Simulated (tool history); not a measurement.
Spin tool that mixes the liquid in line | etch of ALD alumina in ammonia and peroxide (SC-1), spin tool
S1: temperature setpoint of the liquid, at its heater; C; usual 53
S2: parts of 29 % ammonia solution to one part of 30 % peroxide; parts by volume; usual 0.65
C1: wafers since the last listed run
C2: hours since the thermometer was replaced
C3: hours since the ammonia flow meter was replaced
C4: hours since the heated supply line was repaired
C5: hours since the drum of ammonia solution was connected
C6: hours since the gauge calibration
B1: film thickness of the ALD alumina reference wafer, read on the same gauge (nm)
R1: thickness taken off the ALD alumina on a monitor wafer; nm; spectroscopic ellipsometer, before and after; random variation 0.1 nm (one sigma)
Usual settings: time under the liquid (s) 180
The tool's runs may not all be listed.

Run 1, day 0.000: usual settings; C1 0; C2 719.1; C3 1880.5; C4 2075.4; C5 143.1; C6 44.0; B1 89.98. Result: R1 15.77 nm.
Run 2, day 2.575: usual settings; C1 293; C2 780.9; C3 1942.3; C4 2137.2; C5 204.9; C6 105.8; B1 90.00. Result: R1 16.03 nm.
Run 3, day 4.625: usual settings; C1 233; C2 830.1; C3 1991.5; C4 2186.4; C5 254.1; C6 155.0; B1 90.00. Result: R1 15.96 nm.
At day 6.908: new drum of ammonia solution connected.
Run 4, day 7.258: usual settings; C1 295; C2 893.3; C3 2054.7; C4 2249.6; C5 8.4; C6 218.2; B1 90.00. Result: R1 16.14 nm.
Run 5, day 9.158: usual settings but S1 60 C, S2 0.60 parts by volume; C1 216; C2 938.9; C3 2100.3; C4 2295.2; C5 54.0; C6 263.8; B1 90.03. Result: R1 22.92 nm.
Run 6, day 11.608: usual settings but S1 60 C, S2 0.60 parts by volume; C1 279; C2 997.7; C3 2159.1; C4 2354.0; C5 112.8; C6 322.6; B1 89.98. Result: R1 22.65 nm.
Run 7, day 13.912: usual settings but S1 60 C, S2 0.60 parts by volume; C1 262; C2 1053.0; C3 2214.4; C4 2409.3; C5 168.1; C6 377.9; B1 90.00. Result: R1 23.15 nm.
Run 8, day 16.154: usual settings but S2 0.55 parts by volume; C1 255; C2 1106.8; C3 2268.2; C4 2463.1; C5 221.9; C6 431.7; B1 90.01. Result: R1 15.52 nm.
At day 17.242: ammonia flow meter replaced.
At day 17.350: heated supply line repaired.
Run 9, day 18.425: usual settings but S2 0.55 parts by volume; C1 249; C2 1161.3; C3 28.4; C4 25.8; C5 276.4; C6 486.2; B1 89.97. Result: R1 15.74 nm.
At day 18.542: new drum of ammonia solution connected.
Run 10, day 19.567: usual settings but S2 0.55 parts by volume; C1 125; C2 1188.7; C3 55.8; C4 53.2; C5 24.6; C6 513.6; B1 90.02. Result: R1 15.67 nm.

Forecast run 11:
At day 20.133: thermometer replaced.
Run 11, day 22.296: usual settings; C1 306; C2 51.9; C3 121.3; C4 118.7; C5 90.1; C6 579.1; B1 ?. Result: R1 ?.

{"run 11": {"B1": 89.99, "R1": 15.84}}
Without the tool's hidden state the same run would have given R1 15.84 nm.

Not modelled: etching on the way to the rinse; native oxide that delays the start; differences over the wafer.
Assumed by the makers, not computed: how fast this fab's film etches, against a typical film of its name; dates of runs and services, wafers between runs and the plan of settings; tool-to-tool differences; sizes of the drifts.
